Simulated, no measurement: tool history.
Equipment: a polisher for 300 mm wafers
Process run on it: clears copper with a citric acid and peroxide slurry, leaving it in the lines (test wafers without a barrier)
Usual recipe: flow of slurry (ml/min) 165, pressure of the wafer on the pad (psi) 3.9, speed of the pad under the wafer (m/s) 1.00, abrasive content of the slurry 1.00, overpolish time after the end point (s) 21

run	hour	flow of slurry (ml/min)	pressure of the wafer on the pad (psi)	speed of the pad under the wafer (m/s)	abrasive content of the slurry	overpolish time after the end point (s)	wafers since the last listed run	wafers polished on this pad	hours since the slurry nozzle was cleaned	hours since the head pressure was calibrated	hours since the slurry blender was calibrated	incoming thickness of the incoming film, nm	time until the end point was called (s)	dishing of a wide line in a test structure (nm)
1	0.0	165	3.9	1.00	1.00	21	0	898	281.1	1181.0	319.9	363.2	116.8	46.3
# hour 59.9: worn pad replaced by a new one
2	67.2	165	3.9	1.00	1.00	21	372	43	348.3	1248.2	387.1	363.4	114.4	45.1
3	81.1	165	3.9	1.00	1.15	21	81	125	362.2	1262.1	401.0	363.3	113.2	45.7
# hour 85.7: slurry blender recalibrated
4	100.6	165	3.9	1.00	1.15	21	103	228	381.7	1281.6	14.9	364.3	111.4	46.9
5	123.5	165	3.9	1.00	1.15	21	134	362	404.6	1304.5	37.8	365.8	110.4	46.5
6	153.0	165	3.9	1.00	1.00	21	173	536	434.1	1334.0	67.3	365.6	114.7	45.2
7	180.9	165	3.9	1.00	1.00	21	164	700	462.0	1361.9	95.2	359.2	111.8	45.8
8	209.9	165	3.9	1.00	1.00	31	170	871	491.0	1390.9	124.2	363.5	111.6	63.5
# hour 262.2: slurry nozzle cleaned
# hour 262.9: worn pad replaced by a new one
# hour 289.7: head pressure recalibrated
9	315.8	110	3.9	0.84	1.25	21	601	299	53.6	26.1	230.1	366.8	131.9	41.5
10	335.1	165	3.9	1.00	1.15	21	113	413	72.9	45.4	249.4	361.7	103.1	50.1
11	351.4	140	3.2	1.00	1.15	16	95	509	89.2	61.7	265.7	367.2	130.9	32.6
12	380.6	165	3.9	1.00	1.00	21	171	681	118.4	90.9	294.9	363.8	107.3	47.8
13	403.3	195	5.1	1.00	1.00	21	133	814	141.1	113.6	317.6	370.4	80.4	61.9
14	419.2	165	3.9	1.00	1.00	21	93	908	157.0	129.5	333.5	366.0	109.7	47.7
15	443.3	120	3.9	0.70	1.00	21	141	1050	181.1	153.6	357.6	363.6	154.4	36.0
# hour 470.8: slurry blender recalibrated
16	471.3	225	3.9	1.00	1.00	10	153	1203	209.1	181.6	0.5	365.5	103.7	26.1
17	490.8	225	3.9	1.18	1.20	21	114	1318	228.6	201.1	20.0	367.8	83.8	57.5
# hour 497.4: worn pad replaced by a new one
# hour 504.3: head pressure recalibrated, repeated, since the last time left the tool worse
18	525.5	130	4.7	1.24	0.80	21	168	153	263.3	21.2	54.7	368.4	91.1	55.6
19	552.0	165	5.1	1.22	1.00	33	156	309	289.8	47.7	81.2	361.0	77.7	86.5
20	578.0	205	3.9	1.18	1.00	13	153	463	315.8	73.7	107.2	358.4	101.9	33.2
21	616.3	165	2.7	1.00	1.25	26	225	688	354.1	112.0	145.5	357.9	167.5	37.5
22	639.9	165	3.9	1.00	1.00	21	138	827	377.7	135.6	169.1	364.3	125.6	43.6
23	653.7	165	3.9	1.00	1.00	13	81	908	391.5	149.4	182.9	362.1	123.2	28.1
24	681.6	165	4.5	0.74	1.15	21	164	1072	419.4	177.3	210.8	364.0	137.8	38.7
25	707.8	165	3.9	0.80	0.75	15	154	1227	445.6	203.5	237.0	368.9	163.5	25.6
26	730.9	205	4.8	0.84	1.20	21	136	1363	468.7	226.6	260.1	363.8	110.6	47.7
# hour 746.1: worn pad replaced by a new one
27	746.6	185	3.9	1.24	1.00	21	68	3	484.4	242.3	275.8	362.0	97.1	52.1

Forecast each of these 5 alternatives for the next run:
A	747.1	165	3.9	1.00	1.00	21	2	5	484.9	242.8	276.3	364.6	?	?
B	747.1	210	3.9	0.90	1.25	8	2	5	484.9	242.8	276.3	364.6	?	?
C	747.1	165	3.9	1.00	0.90	21	2	5	484.9	242.8	276.3	364.6	?	?
D	747.1	165	3.9	1.00	1.25	26	2	5	484.9	242.8	276.3	364.6	?	?
E	747.1	165	2.7	1.00	1.00	27	2	5	484.9	242.8	276.3	364.6	?	?

run	time until the end point was called (s)	dishing of a wide line in a test structure (nm)
A	122.9	43.3
B	127.5	17.6
C	124.9	42.7
D	118.6	53.1
E	176.1	38.7
Without the tool's hidden state the same runs would have given:
run	time until the end point was called (s)	dishing of a wide line in a test structure (nm)
A	121.9	43.6
B	126.5	17.7
C	123.9	43.0
D	117.7	53.5
E	174.7	39.0

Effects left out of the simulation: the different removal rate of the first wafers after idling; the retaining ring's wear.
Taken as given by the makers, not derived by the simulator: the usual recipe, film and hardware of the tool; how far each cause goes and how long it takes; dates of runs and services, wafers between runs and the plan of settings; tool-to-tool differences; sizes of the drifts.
